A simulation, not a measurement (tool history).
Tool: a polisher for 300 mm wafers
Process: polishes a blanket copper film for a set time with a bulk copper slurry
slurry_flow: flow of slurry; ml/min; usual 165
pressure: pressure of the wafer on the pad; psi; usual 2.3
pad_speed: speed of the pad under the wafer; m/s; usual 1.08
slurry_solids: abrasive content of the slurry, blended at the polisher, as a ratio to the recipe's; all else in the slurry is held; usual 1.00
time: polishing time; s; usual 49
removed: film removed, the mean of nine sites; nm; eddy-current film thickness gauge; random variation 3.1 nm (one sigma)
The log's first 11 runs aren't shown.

run      day  slurry_flow  pressure  pad_speed  slurry_solids  time  incoming thickness of the incoming film, nm  removed
      45.425  -- worn pad replaced by a new one
      53.438  -- head pressure recalibrated
 12   54.646          165       2.3       1.08           0.80    49                                       4346.1    351.1
 13   57.154          165       2.3       1.08           1.20    49                                       4287.0    369.3
 14   59.342          165       2.3       1.08           1.00    61                                       4353.3    445.1
      59.500  -- slurry blender recalibrated
 15   62.579          200       1.9       1.08           0.70    49                                       4292.3    294.1
 16   66.842          165       2.5       0.80           0.90    61                                       4285.2    367.1
      67.862  -- slurry nozzle cleaned
 17   68.529          205       3.0       1.08           1.25    45                                       4361.1    484.1
 18   71.925          195       2.7       1.08           1.15    58                                       4286.8    556.6
 19   75.846          165       2.3       0.78           1.00    49                                       4304.3    299.3
 20   79.417          165       2.9       1.08           1.30    49                                       4286.4    496.9
 21   85.892          165       2.3       1.08           1.00    49                                       4280.9    386.4
      86.838  -- worn pad replaced by a new one
 22   87.479          165       2.3       1.08           1.00    49                                       4272.9    382.2
 23   89.008          180       1.8       0.88           1.00    55                                       4317.3    299.0
 24   92.833          165       2.3       1.08           1.00    49                                       4208.6    379.9
      94.488  -- head pressure recalibrated
 25   95.233          165       1.7       0.86           1.15    65                                       4293.6    313.8
 26   96.988          165       2.3       0.96           1.20    49                                       4291.1    337.2
      99.138  -- slurry blender recalibrated
 27  101.204          165       1.6       0.80           0.85    37                                       4274.5    148.4
 28  104.667          200       2.3       1.08           1.00    49                                       4249.5    370.8
     104.742  -- slurry nozzle cleaned
 29  118.121          165       2.3       1.08           1.00    63                                       4363.3    483.3
     123.088  -- worn pad replaced by a new one
 30  125.279          165       2.3       1.08           1.00    49                                       4257.0    378.5
 31  129.175          205       2.3       1.42           0.85    49                                       4268.8    478.9

3 ways to go on from here, each from the tool as it stands after run 31. What would each give?
  A  129.192          165       2.3       1.08           1.00    49                                       4219.9        ?
  B  129.192          135       2.3       1.08           1.15    35                                       4219.9        ?
  C  129.192          195       2.3       0.72           1.00    49                                       4219.9        ?

run  removed
  A    381.5
  B    265.2
  C    292.8
Without the tool's hidden state the same runs would have given:
run  removed
  A    384.0
  B    270.0
  C    292.4

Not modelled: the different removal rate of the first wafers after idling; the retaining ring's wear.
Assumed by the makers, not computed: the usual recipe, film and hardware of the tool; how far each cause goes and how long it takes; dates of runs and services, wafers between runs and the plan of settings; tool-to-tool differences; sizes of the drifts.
